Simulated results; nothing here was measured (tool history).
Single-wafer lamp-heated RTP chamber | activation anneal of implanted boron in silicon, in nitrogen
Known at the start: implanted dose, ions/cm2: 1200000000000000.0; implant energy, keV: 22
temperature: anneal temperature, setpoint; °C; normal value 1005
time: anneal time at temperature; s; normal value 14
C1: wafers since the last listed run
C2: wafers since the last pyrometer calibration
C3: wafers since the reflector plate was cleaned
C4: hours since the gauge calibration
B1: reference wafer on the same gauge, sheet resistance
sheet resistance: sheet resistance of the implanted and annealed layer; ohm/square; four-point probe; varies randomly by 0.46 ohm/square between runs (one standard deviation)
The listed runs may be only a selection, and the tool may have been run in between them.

Run 1, day 0.000: usual settings; C1 0; C2 1636; C3 6933; C4 1192.3; B1 112.31. Result: sheet resistance 93.99 ohm/square.
Run 2, day 2.067: usual settings; C1 398; C2 2035; C3 7331; C4 1241.9; B1 112.03. Result: sheet resistance 94.73 ohm/square.
Run 3, day 5.750: usual settings; C1 710; C2 2745; C3 8041; C4 1330.3; B1 111.97. Result: sheet resistance 94.39 ohm/square.
Run 4, day 7.979: usual settings; C1 429; C2 3175; C3 8471; C4 1383.8; B1 112.14. Result: sheet resistance 93.73 ohm/square.
Run 5, day 10.283: usual settings but time 18 s; C1 444; C2 3619; C3 8915; C4 1439.1; B1 112.16. Result: sheet resistance 93.29 ohm/square.
Run 6, day 13.412: usual settings but time 18 s; C1 603; C2 4222; C3 9518; C4 1514.2; B1 112.23. Result: sheet resistance 93.73 ohm/square.
Run 7, day 15.292: usual settings but time 18 s; C1 362; C2 4584; C3 9881; C4 1559.3; B1 112.34. Result: sheet resistance 92.91 ohm/square.
Run 8, day 19.567: usual settings but temperature 1027 °C, time 11 s; C1 824; C2 5408; C3 10705; C4 1661.9; B1 111.94. Result: sheet resistance 91.66 ohm/square.
At day 21.371: pyrometer window cleaned and pyrometer calibrated.
Run 9, day 23.117: usual settings but temperature 1027 °C, time 11 s; C1 620; C2 336; C3 11325; C4 1747.1; B1 112.38. Result: sheet resistance 91.07 ohm/square.
At day 23.550: reflector plate cleaned.
Run 10, day 26.638: usual settings but temperature 1027 °C, time 11 s; C1 614; C2 950; C3 595; C4 1831.6; B1 112.24. Result: sheet resistance 91.41 ohm/square.
At day 27.204: gauge calibrated.
Run 11, day 28.604: usual settings; C1 379; C2 1329; C3 974; C4 33.6; B1 112.24. Result: sheet resistance 95.70 ohm/square.
Run 12, day 30.358: usual settings; C1 338; C2 1668; C3 1312; C4 75.7; B1 112.48. Result: sheet resistance 95.68 ohm/square.
Run 13, day 34.454: usual settings; C1 789; C2 2457; C3 2101; C4 174.0; B1 112.40. Result: sheet resistance 95.35 ohm/square.
Run 14, day 37.338: usual settings but temperature 1032 °C; C1 555; C2 3013; C3 2657; C4 243.2; B1 112.16. Result: sheet resistance 91.99 ohm/square.
Run 15, day 41.071: usual settings; C1 719; C2 3733; C3 3377; C4 332.8; B1 112.01. Result: sheet resistance 94.69 ohm/square.
Run 16, day 45.083: usual settings but temperature 1033 °C, time 7 s; C1 773; C2 4506; C3 4150; C4 429.1; B1 112.29. Result: sheet resistance 90.95 ohm/square.
Run 17, day 49.292: usual settings but time 21 s; C1 811; C2 5317; C3 4962; C4 530.1; B1 112.26. Result: sheet resistance 94.08 ohm/square.
At day 51.042: pyrometer window cleaned and pyrometer calibrated.
Run 18, day 51.062: usual settings but temperature 1017 °C, time 11 s; C1 277; C2 4; C3 5239; C4 572.6; B1 112.26. Result: sheet resistance 92.46 ohm/square.
Run 19, day 54.271: usual settings but temperature 1018 °C, time 18 s; C1 618; C2 622; C3 5857; C4 649.6; B1 112.28. Result: sheet resistance 92.90 ohm/square.
Run 20, day 57.775: usual settings but temperature 1016 °C, time 21 s; C1 675; C2 1297; C3 6533; C4 733.7; B1 112.38. Result: sheet resistance 92.05 ohm/square.
Run 21, day 60.625: usual settings but temperature 1014 °C, time 19 s; C1 549; C2 1847; C3 7082; C4 802.1; B1 112.45. Result: sheet resistance 92.19 ohm/square.
Run 22, day 63.738: usual settings but time 18 s; C1 599; C2 2447; C3 7682; C4 876.8; B1 112.31. Result: sheet resistance 93.87 ohm/square.
Run 23, day 66.183: usual settings; C1 471; C2 2918; C3 8153; C4 935.5; B1 111.96. Result: sheet resistance 94.40 ohm/square.
Run 24, day 69.929: usual settings but temperature 982 °C, time 22 s; C1 722; C2 3640; C3 8875; C4 1025.4; B1 112.16. Result: sheet resistance 99.14 ohm/square.
Run 25, day 73.567: usual settings but temperature 994 °C, time 22 s; C1 701; C2 4341; C3 9577; C4 1112.7; B1 112.14. Result: sheet resistance 95.26 ohm/square.
At day 75.004: pyrometer window cleaned and pyrometer calibrated.
Run 26, day 77.908: usual settings but temperature 993 °C, time 7 s; C1 772; C2 559; C3 10349; C4 1216.9; B1 112.22. Result: sheet resistance 99.15 ohm/square.
Run 27, day 81.912: usual settings; C1 771; C2 1331; C3 11121; C4 1313.0; B1 112.23. Result: sheet resistance 94.18 ohm/square.
Run 28, day 85.108: usual settings but temperature 1025 °C, time 22 s; C1 616; C2 1947; C3 11737; C4 1389.7; B1 112.40. Result: sheet resistance 91.21 ohm/square.
Run 29, day 89.258: usual settings but temperature 988 °C, time 6 s; C1 799; C2 2747; C3 12537; C4 1489.3; B1 112.26. Result: sheet resistance 101.11 ohm/square.
Run 30, day 92.138: usual settings; C1 554; C2 3302; C3 13092; C4 1558.4; B1 112.13. Result: sheet resistance 94.00 ohm/square.
Run 31, day 94.317: usual settings but temperature 981 °C, time 7 s; C1 420; C2 3722; C3 13512; C4 1610.7; B1 112.30. Result: sheet resistance 104.09 ohm/square.
At day 95.317: reflector plate cleaned.
Run 32, day 96.288: usual settings but time 11 s; C1 315; C2 4038; C3 186; C4 1658.0; B1 112.11. Result: sheet resistance 95.78 ohm/square.
Run 33, day 100.442: usual settings but temperature 1026 °C, time 9 s; C1 800; C2 4838; C3 987; C4 1757.7; B1 111.97. Result: sheet resistance 92.87 ohm/square.
At day 103.275: pyrometer window cleaned and pyrometer calibrated.
Run 34, day 103.296: usual settings but temperature 988 °C, time 6 s; C1 485; C2 3; C3 1473; C4 1826.2; B1 112.19. Result: sheet resistance 104.51 ohm/square.
At day 103.421: gauge calibrated.
Run 35, day 106.029: usual settings but temperature 1013 °C, time 22 s; C1 526; C2 530; C3 2000; C4 62.6; B1 112.25. Result: sheet resistance 93.01 ohm/square.
Run 36, day 108.171: usual settings; C1 412; C2 943; C3 2413; C4 114.0; B1 112.30. Result: sheet resistance 94.26 ohm/square.

Hidden state at the last listed run before each entry between runs and at the first one after, where it differs:
In the gap between runs 8 and 9: pyrometer window cleaned and pyrometer calibrated (day 21.371)
  wafer temperature error from the tarnished reflector plate, K: 8.59 -> 9.02
  measured value less the no-hidden-state value, sheet resistance: -0.79 -> -0.82 ohm/square
In the gap between runs 9 and 10: reflector plate cleaned (day 23.550)
  wafer temperature error from the tarnished reflector plate, K: 9.02 -> 0.388
  measured value less the no-hidden-state value, sheet resistance: -0.82 -> -0.04 ohm/square
In the gap between runs 10 and 11: gauge calibrated (day 27.204)
  wafer temperature error from the tarnished reflector plate, K: 0.388 -> 0.625
  measured value less the no-hidden-state value, sheet resistance: -0.04 -> -0.15 ohm/square
In the gap between runs 17 and 18: pyrometer window cleaned and pyrometer calibrated (day 51.042)
  wafer temperature error from the tarnished reflector plate, K: 3.12 -> 3.33
  measured value less the no-hidden-state value, sheet resistance: -0.62 -> -0.49 ohm/square
In the gap between runs 25 and 26: pyrometer window cleaned and pyrometer calibrated (day 75.004)
  wafer temperature error from the tarnished reflector plate, K: 6.05 -> 6.57
  measured value less the no-hidden-state value, sheet resistance: -1.78 -> -2.94 ohm/square
In the gap between runs 31 and 32: reflector plate cleaned (day 95.317)
  wafer temperature error from the tarnished reflector plate, K: 8.55 -> 0.305
  measured value less the no-hidden-state value, sheet resistance: -6.02 -> -0.08 ohm/square
In the gap between runs 33 and 34: pyrometer window cleaned and pyrometer calibrated (day 103.275)
  wafer temperature error from the tarnished reflector plate, K: 0.806 -> 1.15
  measured value less the no-hidden-state value, sheet resistance: -0.10 -> -0.72 ohm/square
In the gap between runs 34 and 35: gauge calibrated (day 103.421)
  wafer temperature error from the tarnished reflector plate, K: 1.15 -> 1.48
  measured value less the no-hidden-state value, sheet resistance: -0.72 -> -0.20 ohm/square
